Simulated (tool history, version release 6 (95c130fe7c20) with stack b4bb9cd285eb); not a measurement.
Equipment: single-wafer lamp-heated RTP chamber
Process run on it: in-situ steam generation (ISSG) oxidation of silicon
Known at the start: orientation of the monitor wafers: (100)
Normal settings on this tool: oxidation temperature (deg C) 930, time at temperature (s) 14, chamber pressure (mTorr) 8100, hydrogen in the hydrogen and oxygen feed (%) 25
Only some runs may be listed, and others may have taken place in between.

run	hour	oxidation temperature (deg C)	time at temperature (s)	chamber pressure (mTorr)	hydrogen in the hydrogen and oxygen feed (%)	wafers since the last listed run	wafers since the last pyrometer calibration	hours since the pressure gauge was zeroed	hours since the hydrogen flow controller was replaced	hours since the gauge calibration	read-back reference wafer on the same gauge, thickness	oxide thickness on the monitor wafer (nm)
1	0	930	14	8100	25	0	3554	2907.7	4792.2	463.5	3.578	3.9
2	10.2	930	14	8100	25	148	3702	2917.9	4802.4	473.7	3.578	3.909
3	23.8	930	18	8100	25	197	3899	2931.5	4816	487.3	3.579	4.279
4	37	930	14	8100	25	191	4091	2944.7	4829.2	500.5	3.581	3.902
# hour 50.7: pyrometer window cleaned and pyrometer calibrated
5	51.2	930	14	8100	25	90	6	2958.9	4843.4	514.7	3.58	3.877
6	54.1	930	14	8100	25	42	48	2961.8	4846.3	517.6	3.582	3.885
# hour 61.6: gauge calibrated
7	70.3	930	14	8100	25	235	284	2978	4862.5	8.7	3.579	3.886
8	83.8	930	14	8100	21	196	480	2991.5	4876	22.2	3.58	3.72
9	93.8	930	14	8100	21	145	625	3001.5	4886	32.2	3.577	3.715
10	108.5	930	14	8100	25	213	838	3016.2	4900.7	46.9	3.58	3.896
11	118.4	930	14	8100	25	143	982	3026.1	4910.6	56.8	3.582	3.891
12	129.2	930	14	8100	25	156	1139	3036.9	4921.4	67.6	3.578	3.882
13	143.7	917	14	8100	25	210	1349	3051.4	4935.9	82.1	3.581	3.795
14	153.2	924	10	9400	17	137	1487	3060.9	4945.4	91.6	3.581	3.078
# hour 187.3: pressure gauge zeroed
15	202.5	930	14	8100	25	599	2087	15.2	4994.7	140.9	3.58	3.896
16	215	930	19	8900	25	181	2269	27.7	5007.2	153.4	3.581	4.318
17	228.5	930	10	8800	20	196	2465	41.2	5020.7	166.9	3.578	3.26
18	246.2	935	16	9100	25	257	2722	58.9	5038.4	184.6	3.578	4.098
# hour 259: hydrogen flow controller replaced
19	263.6	946	16	8100	25	136	2858	76.3	4.6	202	3.579	4.267
20	277.2	942	14	8100	15	197	3056	89.9	18.2	215.6	3.58	3.557
21	329	930	17	8100	25	752	3808	141.7	70	267.4	3.582	4.174
22	338.8	930	14	7400	18	142	3950	151.5	79.8	277.2	3.581	3.605
23	346.8	930	12	8100	25	116	4067	159.5	87.8	285.2	3.582	3.695
# hour 362: pyrometer window cleaned and pyrometer calibrated
24	362.5	930	14	8100	25	111	7	175.2	103.5	300.9	3.581	3.871
25	367.3	936	14	8700	25	69	77	180	108.3	305.7	3.579	3.914
26	382.4	915	12	7500	20	219	296	195.1	123.4	320.8	3.579	3.371
27	393.1	930	14	8100	25	155	452	205.8	134.1	331.5	3.578	3.889
28	402.5	930	14	9100	32	136	588	215.2	143.5	340.9	3.579	4.083
29	414.7	914	19	8800	18	177	765	227.4	155.7	353.1	3.582	3.851
30	425.9	930	14	8100	25	162	928	238.6	166.9	364.3	3.582	3.89
31	432.6	947	14	8100	25	97	1025	245.3	173.6	371	3.581	4.056

Across each entry between runs, compare the hidden state at the last listed run before it with the hidden state at the first listed run after it:
In the gap between runs 4 and 5: pyrometer window cleaned and pyrometer calibrated (hour 50.7)
  true wafer temperature minus pyrometer reading, K: 3.16 -> 0.195
  difference, measured minus the result without the unlogged condition, oxide thickness on the monitor wafer (nm): +0.029 -> +0.002
In the gap between runs 6 and 7: gauge calibrated (hour 61.6)
  true wafer temperature minus pyrometer reading, K: 0.295 -> 0.799
  difference, measured minus the result without the unlogged condition, oxide thickness on the monitor wafer (nm): +0.003 -> +0.008
In the gap between runs 14 and 15: pressure gauge zeroed (hour 187.3)
  true wafer temperature minus pyrometer reading, K: 2.34 -> 2.78
  difference, measured minus the result without the unlogged condition, oxide thickness on the monitor wafer (nm): +0.014 -> +0.026
In the gap between runs 18 and 19: hydrogen flow controller replaced (hour 259)
  true wafer temperature minus pyrometer reading, K: 3.01 -> 3.08
  difference, measured minus the result without the unlogged condition, oxide thickness on the monitor wafer (nm): +0.032 -> +0.035
In the gap between runs 23 and 24: pyrometer window cleaned and pyrometer calibrated (hour 362)
  true wafer temperature minus pyrometer reading, K: 3.26 -> 0.0594
  difference, measured minus the result without the unlogged condition, oxide thickness on the monitor wafer (nm): +0.026 -> +0.001
